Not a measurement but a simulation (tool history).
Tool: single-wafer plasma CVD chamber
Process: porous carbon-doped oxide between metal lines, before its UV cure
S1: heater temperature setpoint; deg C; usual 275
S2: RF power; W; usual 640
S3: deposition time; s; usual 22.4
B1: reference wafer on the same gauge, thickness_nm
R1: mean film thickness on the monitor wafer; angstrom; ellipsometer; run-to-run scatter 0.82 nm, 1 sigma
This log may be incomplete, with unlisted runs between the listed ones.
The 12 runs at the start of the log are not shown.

run,hour,S1,S2,S3,B1,R1
13,387.6,275,640,24.3,189.105,1791.67
# hour 413.4: thermocouple changed; heater temperature recalibrated
14,415.9,275,640,22.4,189.168,1588.60
15,428.7,264,640,22.4,189.122,1725.37
16,446.4,286,640,22.4,189.076,1489.80
17,469.9,288,520,22.4,188.829,1296.47
# hour 497.1: showerhead replaced
18,502.7,281,735,20.6,189.034,1531.53
19,519.5,275,640,22.4,189.170,1609.90
20,553.9,275,640,22.4,188.981,1604.38
21,582.5,281,735,24.2,189.096,1814.32
22,611.1,283,640,18.2,188.906,1248.70
# hour 632.6: RF generator calibrated
23,633.1,275,740,19.5,188.939,1585.79
24,639.9,275,640,26.7,188.958,1961.58
25,660.0,275,640,18.0,189.062,1339.56
26,693.0,275,640,22.4,188.993,1660.51
27,720.2,275,640,22.4,188.892,1651.34
28,738.5,275,640,22.4,189.494,1654.36
29,770.6,275,640,22.4,189.319,1656.21
30,812.9,266,740,22.4,189.010,1912.33
31,832.5,275,525,22.4,188.506,1488.56
32,845.5,275,640,20.2,188.999,1516.98
33,879.8,269,685,19.7,189.169,1584.46

Each row is a separate what-if for the run after 33, all from the same tool condition, not one after another. Results?
A,880.2,289,640,22.4,?,?
B,880.2,284,640,22.4,?,?
C,880.2,266,640,21.2,?,?
D,880.2,269,710,20.6,?,?
E,880.2,288,705,24.3,?,?

run,B1,R1
A,188.829,1490.71
B,188.829,1544.60
C,188.829,1676.66
D,188.829,1687.19
E,188.829,1713.17
The same runs, with their run-to-run variation unchanged, on a tool lacking any hidden condition would have given:
run,R1
A,1481.69
B,1534.29
C,1661.81
D,1672.35
E,1701.94
